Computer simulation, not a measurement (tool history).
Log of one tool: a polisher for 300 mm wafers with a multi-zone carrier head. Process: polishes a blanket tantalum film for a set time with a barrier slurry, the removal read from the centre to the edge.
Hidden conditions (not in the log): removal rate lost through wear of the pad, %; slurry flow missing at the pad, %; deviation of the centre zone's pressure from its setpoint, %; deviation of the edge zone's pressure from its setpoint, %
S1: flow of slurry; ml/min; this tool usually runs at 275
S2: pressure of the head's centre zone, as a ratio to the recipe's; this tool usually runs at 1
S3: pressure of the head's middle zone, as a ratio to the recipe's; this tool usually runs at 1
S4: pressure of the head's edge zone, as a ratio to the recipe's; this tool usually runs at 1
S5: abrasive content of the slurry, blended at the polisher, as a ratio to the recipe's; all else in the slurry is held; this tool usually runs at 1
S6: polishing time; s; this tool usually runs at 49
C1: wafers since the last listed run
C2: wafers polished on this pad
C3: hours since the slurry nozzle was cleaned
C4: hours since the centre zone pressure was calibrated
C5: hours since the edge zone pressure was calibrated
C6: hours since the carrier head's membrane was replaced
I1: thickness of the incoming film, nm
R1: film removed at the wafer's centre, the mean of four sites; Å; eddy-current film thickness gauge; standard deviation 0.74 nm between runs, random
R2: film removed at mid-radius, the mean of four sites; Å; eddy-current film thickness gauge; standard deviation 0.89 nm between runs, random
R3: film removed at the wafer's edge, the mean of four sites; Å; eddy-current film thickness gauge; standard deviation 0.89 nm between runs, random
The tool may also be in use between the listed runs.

Run 1, day 0: usual settings but S1 310 ml/min, S5 0.9; C1 0; C2 3; C3 510.7; C4 38.8; C5 443.7; C6 99.1; I1 288.7. Result: R1 803 Å, R2 798 Å, R3 779 Å.
Run 2, day 1.683: usual settings but S1 315 ml/min, S3 0.95, S6 64 s; C1 388; C2 391; C3 551.1; C4 79.2; C5 484.1; C6 139.5; I1 289.2. Result: R1 1079 Å, R2 998 Å, R3 1082 Å.
Run 3, day 3.579: usual settings; C1 437; C2 829; C3 596.6; C4 124.7; C5 529.6; C6 185; I1 286.4. Result: R1 810 Å, R2 824 Å, R3 804 Å.
Run 4, day 5.525: usual settings; C1 448; C2 1277; C3 643.3; C4 171.4; C5 576.3; C6 231.7; I1 284. Result: R1 807 Å, R2 809 Å, R3 814 Å.
Run 5, day 8.3: usual settings; C1 640; C2 1917; C3 709.9; C4 238; C5 642.9; C6 298.3; I1 291.7. Result: R1 809 Å, R2 789 Å, R3 813 Å.
Run 6, day 10.054: usual settings; C1 404; C2 2322; C3 752; C4 280.1; C5 685; C6 340.4; I1 290.6. Result: R1 803 Å, R2 820 Å, R3 802 Å.
At day 12.025: slurry nozzle cleaned.
Run 7, day 14.367: usual settings; C1 985; C2 3307; C3 56.2; C4 383.6; C5 788.5; C6 443.9; I1 292.5. Result: R1 792 Å, R2 800 Å, R3 784 Å.
At day 16.767: edge zone pressure recalibrated.
At day 17.392: centre zone pressure recalibrated.
Run 8, day 21.575: usual settings but S1 365 ml/min, S2 1.06, S5 1.1, S6 40 s; C1 1624; C2 4931; C3 229.2; C4 100.4; C5 115.4; C6 616.9; I1 296.1. Result: R1 699 Å, R2 676 Å, R3 671 Å.
At day 24.05: worn pad replaced by a new one.
Run 9, day 24.071: usual settings but S2 1.08, S4 0.95, S6 65 s; C1 537; C2 5; C3 289.1; C4 160.3; C5 175.3; C6 676.8; I1 288.2. Result: R1 1139 Å, R2 1095 Å, R3 1056 Å.
Run 10, day 26.842: usual settings but S2 0.9, S3 1.11, S4 0.95, S5 1.15; C1 639; C2 644; C3 355.6; C4 226.8; C5 241.8; C6 743.3; I1 291. Result: R1 802 Å, R2 957 Å, R3 824 Å.
Run 11, day 28.662: usual settings but S2 0.92, S6 37 s; C1 419; C2 1064; C3 399.3; C4 270.5; C5 285.5; C6 787; I1 293.2. Result: R1 591 Å, R2 612 Å, R3 610 Å.
Run 12, day 30.179: usual settings; C1 349; C2 1414; C3 435.7; C4 306.9; C5 321.9; C6 823.4; I1 295.6. Result: R1 810 Å, R2 801 Å, R3 813 Å.
Run 13, day 32.292: usual settings but S3 0.94, S4 1.09, S6 57 s; C1 487; C2 1901; C3 486.4; C4 357.6; C5 372.6; C6 874.1; I1 286.4. Result: R1 936 Å, R2 867 Å, R3 967 Å.
Run 14, day 34.992: usual settings; C1 622; C2 2524; C3 551.2; C4 422.4; C5 437.4; C6 938.9; I1 288.3. Result: R1 789 Å, R2 805 Å, R3 796 Å.
At day 37.417: centre zone pressure recalibrated.
Run 15, day 38.596: usual settings; C1 812; C2 3336; C3 637.7; C4 28.3; C5 523.9; C6 1025.4; I1 290.8. Result: R1 778 Å, R2 812 Å, R3 788 Å.
Run 16, day 40.933: usual settings but S3 0.89, S4 1.05, S5 1.3, S6 65 s; C1 539; C2 3875; C3 693.8; C4 84.4; C5 580; C6 1081.5; I1 289.5. Result: R1 1105 Å, R2 974 Å, R3 1155 Å.
Run 17, day 43.279: usual settings but S4 1.07; C1 541; C2 4416; C3 750.1; C4 140.7; C5 636.3; C6 1137.8; I1 292.4. Result: R1 784 Å, R2 798 Å, R3 793 Å.
At day 43.958: worn pad replaced by a new one.
Run 18, day 45.5: usual settings but S2 0.89, S3 1.1, S4 1.08, S5 1.1; C1 473; C2 355; C3 803.4; C4 194; C5 689.6; C6 1191.1; I1 288.8. Result: R1 790 Å, R2 946 Å, R3 844 Å.
Run 19, day 47.304: usual settings but S1 240 ml/min, S3 0.9; C1 416; C2 771; C3 846.7; C4 237.3; C5 732.9; C6 1234.4; I1 291.7. Result: R1 796 Å, R2 706 Å, R3 798 Å.
At day 47.967: edge zone pressure recalibrated.
At day 49.512: slurry nozzle cleaned.
Run 20, day 51.354: usual settings but S1 315 ml/min, S3 1.12, S6 58 s; C1 905; C2 1676; C3 44.2; C4 334.5; C5 81.3; C6 1331.6; I1 285.9. Result: R1 957 Å, R2 1103 Å, R3 970 Å.

5 options for the next run, each taken on its own from the tool as it stands now. Forecast them:
Run A, day 51.371: usual settings; C1 3; C2 1680; C3 44.6; C4 334.9; C5 81.7; C6 1332; I1 286.7. Result: R1 ?, R2 ?, R3 ?.
Run B, day 51.371: usual settings but S1 245 ml/min, S2 0.94, S5 0.85; C1 3; C2 1680; C3 44.6; C4 334.9; C5 81.7; C6 1332; I1 286.7. Result: R1 ?, R2 ?, R3 ?.
Run C, day 51.371: usual settings but S2 0.94, S5 0.8; C1 3; C2 1680; C3 44.6; C4 334.9; C5 81.7; C6 1332; I1 286.7. Result: R1 ?, R2 ?, R3 ?.
Run D, day 51.371: usual settings but S1 240 ml/min, S2 1.1, S6 34 s; C1 3; C2 1680; C3 44.6; C4 334.9; C5 81.7; C6 1332; I1 286.7. Result: R1 ?, R2 ?, R3 ?.
Run E, day 51.371: usual settings but S1 245 ml/min, S2 1.04; C1 3; C2 1680; C3 44.6; C4 334.9; C5 81.7; C6 1332; I1 286.7. Result: R1 ?, R2 ?, R3 ?.

run   R1   R2   R3
  A  806  800  814
  B  728  748  763
  C  722  740  754
  D  579  547  559
  E  812  790  807
Stripped of hidden state, with their random variation kept, the same runs would have yielded:
run   R1   R2   R3
  A  820  814  828
  B  741  760  776
  C  735  753  766
  D  589  556  568
  E  825  803  820
